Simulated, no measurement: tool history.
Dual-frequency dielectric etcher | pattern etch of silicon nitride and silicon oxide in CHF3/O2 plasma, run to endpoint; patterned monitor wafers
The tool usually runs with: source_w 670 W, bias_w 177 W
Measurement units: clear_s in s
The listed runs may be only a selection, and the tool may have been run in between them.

run	hour	source_w	bias_w	incoming incoming film thickness, nm	clear_s
1	0.0	670	177	291.0	174.7
2	17.4	670	177	289.9	173.6
3	33.5	670	177	289.7	172.6
4	48.5	670	177	295.9	175.5
5	64.5	670	177	295.8	176.4
6	73.0	670	177	293.2	174.5
7	81.4	670	177	292.4	173.0
8	94.1	670	177	290.8	172.4
9	108.3	770	177	293.4	160.5
# hour 133.9: wet clean of the chamber
10	134.4	770	177	291.2	163.9
11	140.5	670	177	292.0	179.4
12	149.7	810	191	292.3	156.6
13	159.6	560	177	291.5	201.5
# hour 164.9: bias power generator calibrated
# hour 190.2: upper electrode replaced
# hour 191.0: source power generator calibrated
14	191.5	610	160	294.0	197.9
15	191.9	670	177	295.7	180.4
16	212.1	780	160	294.2	170.8
17	220.6	790	177	290.9	162.2
18	232.4	670	177	294.5	179.2
19	248.0	610	160	290.6	195.1
20	261.0	580	190	291.7	189.5

5 options for the next run, each taken on its own from the tool as it stands now. Forecast them:
A	261.5	670	216	292.7	?
B	261.5	600	205	292.7	?
C	261.5	720	221	292.7	?
D	261.5	550	220	292.7	?
E	261.5	740	140	292.7	?

run	clear_s
A	164.1
B	179.5
C	155.9
D	185.3
E	181.4
Had the tool no hidden state, the same runs would have come out as:
run	clear_s
A	166.4
B	182.0
C	158.0
D	187.8
E	183.9
